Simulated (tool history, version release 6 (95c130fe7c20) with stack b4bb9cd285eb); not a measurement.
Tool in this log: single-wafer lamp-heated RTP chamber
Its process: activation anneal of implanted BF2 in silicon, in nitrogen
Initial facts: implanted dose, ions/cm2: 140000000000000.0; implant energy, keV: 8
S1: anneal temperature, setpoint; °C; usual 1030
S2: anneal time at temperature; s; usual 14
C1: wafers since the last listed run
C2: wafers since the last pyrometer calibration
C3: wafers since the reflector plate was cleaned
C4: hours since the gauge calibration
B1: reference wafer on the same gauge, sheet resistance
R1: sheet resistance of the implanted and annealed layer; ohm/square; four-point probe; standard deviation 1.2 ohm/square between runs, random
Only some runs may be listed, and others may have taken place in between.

{"run": 1, "hour": 0.0, "S1": 1046, "S2": 14, "C1": 0, "C2": 417, "C3": 14498, "C4": 54.5, "B1": 730.84, "R1": 798.72}
{"run": 2, "hour": 9.8, "S1": 1037, "S2": 14, "C1": 145, "C2": 563, "C3": 14643, "C4": 64.3, "B1": 730.54, "R1": 803.41}
{"run": 3, "hour": 16.1, "S1": 1030, "S2": 14, "C1": 93, "C2": 656, "C3": 14737, "C4": 70.6, "B1": 731.06, "R1": 804.37}
{"run": 4, "hour": 32.9, "S1": 1030, "S2": 14, "C1": 249, "C2": 906, "C3": 14986, "C4": 87.4, "B1": 730.57, "R1": 803.74}
{"run": 5, "hour": 46.3, "S1": 1050, "S2": 14, "C1": 198, "C2": 1104, "C3": 15185, "C4": 100.8, "B1": 731.21, "R1": 791.89}
{"run": 6, "hour": 56.0, "S1": 1050, "S2": 14, "C1": 143, "C2": 1248, "C3": 15329, "C4": 110.5, "B1": 730.87, "R1": 792.57}
{"run": 7, "hour": 64.7, "S1": 1050, "S2": 14, "C1": 129, "C2": 1377, "C3": 15458, "C4": 119.2, "B1": 731.14, "R1": 788.8}
{"hour": 73.4, "done": "reflector plate cleaned"}
{"run": 8, "hour": 80.3, "S1": 1030, "S2": 14, "C1": 112, "C2": 1490, "C3": 101, "C4": 134.8, "B1": 731.16, "R1": 804.17}
{"run": 9, "hour": 90.0, "S1": 1030, "S2": 14, "C1": 143, "C2": 1634, "C3": 245, "C4": 144.5, "B1": 731.2, "R1": 802.73}
{"hour": 102.1, "done": "pyrometer window cleaned and pyrometer calibrated"}
{"run": 10, "hour": 102.6, "S1": 1030, "S2": 14, "C1": 68, "C2": 8, "C3": 314, "C4": 157.1, "B1": 730.7, "R1": 805.97}
{"run": 11, "hour": 103.9, "S1": 1030, "S2": 14, "C1": 19, "C2": 27, "C3": 333, "C4": 158.4, "B1": 730.83, "R1": 808.69}
{"run": 12, "hour": 120.7, "S1": 1041, "S2": 14, "C1": 249, "C2": 276, "C3": 582, "C4": 175.2, "B1": 730.81, "R1": 802.74}
{"run": 13, "hour": 127.9, "S1": 1019, "S2": 11, "C1": 106, "C2": 383, "C3": 689, "C4": 182.4, "B1": 731.41, "R1": 816.13}
{"run": 14, "hour": 137.5, "S1": 1030, "S2": 12, "C1": 142, "C2": 525, "C3": 831, "C4": 192, "B1": 730.91, "R1": 810.86}
{"hour": 140.1, "done": "gauge calibrated"}
{"run": 15, "hour": 146.3, "S1": 1009, "S2": 20, "C1": 130, "C2": 656, "C3": 962, "C4": 6.2, "B1": 730.51, "R1": 804.99}
{"run": 16, "hour": 153.8, "S1": 1030, "S2": 14, "C1": 111, "C2": 767, "C3": 1073, "C4": 13.7, "B1": 731.07, "R1": 805.58}
{"run": 17, "hour": 165.6, "S1": 1017, "S2": 17, "C1": 175, "C2": 942, "C3": 1248, "C4": 25.5, "B1": 730.62, "R1": 808.41}
{"run": 18, "hour": 181.7, "S1": 1047, "S2": 14, "C1": 238, "C2": 1181, "C3": 1487, "C4": 41.6, "B1": 731.16, "R1": 794.59}
{"run": 19, "hour": 198.7, "S1": 1017, "S2": 22, "C1": 252, "C2": 1433, "C3": 1739, "C4": 58.6, "B1": 730.41, "R1": 797.06}
{"run": 20, "hour": 209.0, "S1": 1017, "S2": 17, "C1": 152, "C2": 1586, "C3": 1892, "C4": 68.9, "B1": 730.99, "R1": 803.97}
{"hour": 223.6, "done": "pyrometer window cleaned and pyrometer calibrated"}
{"run": 21, "hour": 224.1, "S1": 1022, "S2": 10, "C1": 105, "C2": 7, "C3": 1997, "C4": 84, "B1": 731.12, "R1": 818.77}
{"run": 22, "hour": 227.1, "S1": 1041, "S2": 11, "C1": 44, "C2": 51, "C3": 2042, "C4": 87, "B1": 731.32, "R1": 810.99}

5 ways to go on from here, each from the tool as it stands after run 22. What would each give?
{"run": "A", "hour": 227.5, "S1": 1030, "S2": 14, "C1": 5, "C2": 57, "C3": 2048, "C4": 87.4, "B1": "?", "R1": "?"}
{"run": "B", "hour": 227.5, "S1": 1051, "S2": 10, "C1": 5, "C2": 57, "C3": 2048, "C4": 87.4, "B1": "?", "R1": "?"}
{"run": "C", "hour": 227.5, "S1": 1030, "S2": 21, "C1": 5, "C2": 57, "C3": 2048, "C4": 87.4, "B1": "?", "R1": "?"}
{"run": "D", "hour": 227.5, "S1": 1012, "S2": 20, "C1": 5, "C2": 57, "C3": 2048, "C4": 87.4, "B1": "?", "R1": "?"}
{"run": "E", "hour": 227.5, "S1": 1021, "S2": 17, "C1": 5, "C2": 57, "C3": 2048, "C4": 87.4, "B1": "?", "R1": "?"}

run=A B1=730.7 R1=808.27
run=B B1=730.7 R1=808.78
run=C B1=730.7 R1=796.34
run=D B1=730.7 R1=806.31
run=E B1=730.7 R1=806.81
What these runs would have given with no unlogged condition in the tool:
run=A R1=808.63
run=B R1=809.24
run=C R1=796.89
run=D R1=806.64
run=E R1=807.17

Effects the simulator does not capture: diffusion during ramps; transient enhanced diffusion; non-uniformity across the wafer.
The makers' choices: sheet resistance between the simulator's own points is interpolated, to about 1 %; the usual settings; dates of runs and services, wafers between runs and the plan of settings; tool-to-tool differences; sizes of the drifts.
